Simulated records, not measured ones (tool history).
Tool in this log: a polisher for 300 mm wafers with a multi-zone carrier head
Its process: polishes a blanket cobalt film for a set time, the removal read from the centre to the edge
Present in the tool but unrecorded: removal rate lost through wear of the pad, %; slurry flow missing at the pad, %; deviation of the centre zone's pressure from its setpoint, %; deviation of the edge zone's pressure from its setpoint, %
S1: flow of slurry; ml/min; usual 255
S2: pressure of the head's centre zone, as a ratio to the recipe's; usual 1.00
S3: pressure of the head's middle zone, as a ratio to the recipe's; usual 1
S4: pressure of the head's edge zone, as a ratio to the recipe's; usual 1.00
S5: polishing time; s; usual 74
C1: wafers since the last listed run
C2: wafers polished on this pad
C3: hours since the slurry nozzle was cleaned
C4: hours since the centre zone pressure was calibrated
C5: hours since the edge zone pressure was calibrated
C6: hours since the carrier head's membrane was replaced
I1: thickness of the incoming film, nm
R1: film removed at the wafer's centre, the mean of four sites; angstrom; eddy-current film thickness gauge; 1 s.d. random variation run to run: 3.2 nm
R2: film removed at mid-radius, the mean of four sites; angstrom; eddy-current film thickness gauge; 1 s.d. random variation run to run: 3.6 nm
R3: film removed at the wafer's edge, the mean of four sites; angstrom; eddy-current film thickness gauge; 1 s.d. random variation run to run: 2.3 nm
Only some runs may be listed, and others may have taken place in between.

run,hour,S1,S2,S3,S4,S5,C1,C2,C3,C4,C5,C6,I1,R1,R2,R3
1,0.0,255,1.00,1,1.00,74,0,437,366.3,838.7,992.9,1097.0,1124.5,2592,2687,2503
2,48.4,255,1.00,1,1.00,74,610,1048,414.7,887.1,1041.3,1145.4,1124.6,2487,2539,2415
# hour 87.3: worn pad replaced by a new one
3,96.8,255,0.93,1,1.00,74,560,120,463.1,935.5,1089.7,1193.8,1124.1,2323,2597,2517
4,143.8,255,0.93,1,1.00,74,592,713,510.1,982.5,1136.7,1240.8,1124.5,2253,2549,2406
5,181.8,255,1.00,1,1.00,74,479,1192,548.1,1020.5,1174.7,1278.8,1127.5,2433,2469,2327
6,211.4,255,1.00,1,1.00,74,373,1565,577.7,1050.1,1204.3,1308.4,1135.5,2358,2410,2268
# hour 224.8: worn pad replaced by a new one
7,271.0,255,1.00,1,1.00,74,701,582,637.3,1109.7,1263.9,1368.0,1118.8,2523,2644,2473
# hour 282.6: edge zone pressure recalibrated
8,321.0,255,1.00,1,1.00,74,605,1188,687.3,1159.7,38.4,1418.0,1110.5,2433,2445,2401
# hour 343.3: centre zone pressure recalibrated
9,351.7,255,1.00,1,1.00,95,362,1550,718.0,8.4,69.1,1448.7,1123.5,3094,3118,3019
# hour 374.7: worn pad replaced by a new one
10,402.3,255,1.00,1,1.00,74,587,348,768.6,59.0,119.7,1499.3,1136.2,2601,2603,2490
# hour 407.5: slurry nozzle cleaned
11,470.1,255,1.00,1,1.06,74,842,1191,62.6,126.8,187.5,1567.1,1105.6,2443,2495,2429
# hour 491.0: worn pad replaced by a new one
12,494.2,280,1.00,1,1.09,74,253,40,86.7,150.9,211.6,1591.2,1120.4,2659,2688,2633
# hour 503.9: carrier head's membrane replaced by a new one
13,533.2,200,1.00,1,1.00,74,428,468,125.7,189.9,250.6,29.3,1133.7,2470,2490,2420
14,603.9,280,1.00,1,1.09,74,891,1360,196.4,260.6,321.3,100.0,1133.1,2414,2530,2443
15,631.3,180,0.89,1,1.00,74,345,1706,223.8,288.0,348.7,127.4,1100.4,1994,2321,2194

Expected results for the next run?
# hour 636.3: worn pad replaced by a new one
16,684.4,255,1.00,1,1.00,87,619,606,276.9,341.1,401.8,180.5,1130.3,?,?,?

{"run 16": {"R1": 2996, "R2": 2978, "R3": 2867}}
On a tool with no hidden condition, and with the same random variation, this run would have come out at R1 3155 angstrom, R2 3137 angstrom, R3 3020 angstrom.
